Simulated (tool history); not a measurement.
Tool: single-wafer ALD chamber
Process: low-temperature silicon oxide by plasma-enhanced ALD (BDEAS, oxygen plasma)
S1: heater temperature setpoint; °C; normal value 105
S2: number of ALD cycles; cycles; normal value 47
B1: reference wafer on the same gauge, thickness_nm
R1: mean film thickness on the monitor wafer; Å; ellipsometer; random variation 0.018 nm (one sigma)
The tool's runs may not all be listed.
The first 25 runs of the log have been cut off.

| run | hour | S1 | S2 | B1 | R1 |
|---|---|---|---|---|---|
| 26 | 338.2 | 105 | 47 | 8.706 | 73.20 |
| 27 | 355.9 | 105 | 47 | 8.710 | 73.07 |
| 28 | 373.5 | 105 | 47 | 8.714 | 73.03 |
| 29 | 385.0 | 98 | 52 | 8.714 | 82.39 |
|  | 389.6 | gauge calibrated |
| 30 | 399.7 | 105 | 50 | 8.712 | 77.91 |
| 31 | 417.7 | 92 | 51 | 8.709 | 82.54 |
| 32 | 430.3 | 99 | 43 | 8.716 | 67.97 |
| 33 | 448.0 | 105 | 53 | 8.709 | 82.52 |
| 34 | 455.8 | 114 | 56 | 8.710 | 85.73 |
| 35 | 467.3 | 117 | 41 | 8.712 | 62.37 |
| 36 | 476.0 | 105 | 47 | 8.711 | 73.29 |
| 37 | 488.5 | 105 | 47 | 8.713 | 73.25 |
| 38 | 502.1 | 101 | 38 | 8.711 | 59.51 |

Predict each of these 4 candidate next runs independently; none follows another, all start after run 38:
| A | 502.6 | 105 | 47 | ? | ? |
| B | 502.6 | 116 | 44 | ? | ? |
| C | 502.6 | 100 | 38 | ? | ? |
| D | 502.6 | 110 | 52 | ? | ? |

| run | B1 | R1 |
|---|---|---|
| A | 8.713 | 73.19 |
| B | 8.713 | 67.15 |
| C | 8.713 | 59.71 |
| D | 8.713 | 80.24 |
With the hidden condition removed and each run's random variation left untouched, the same runs would have given:
| run | R1 |
|---|---|
| A | 73.19 |
| B | 67.15 |
| C | 59.71 |
| D | 80.24 |

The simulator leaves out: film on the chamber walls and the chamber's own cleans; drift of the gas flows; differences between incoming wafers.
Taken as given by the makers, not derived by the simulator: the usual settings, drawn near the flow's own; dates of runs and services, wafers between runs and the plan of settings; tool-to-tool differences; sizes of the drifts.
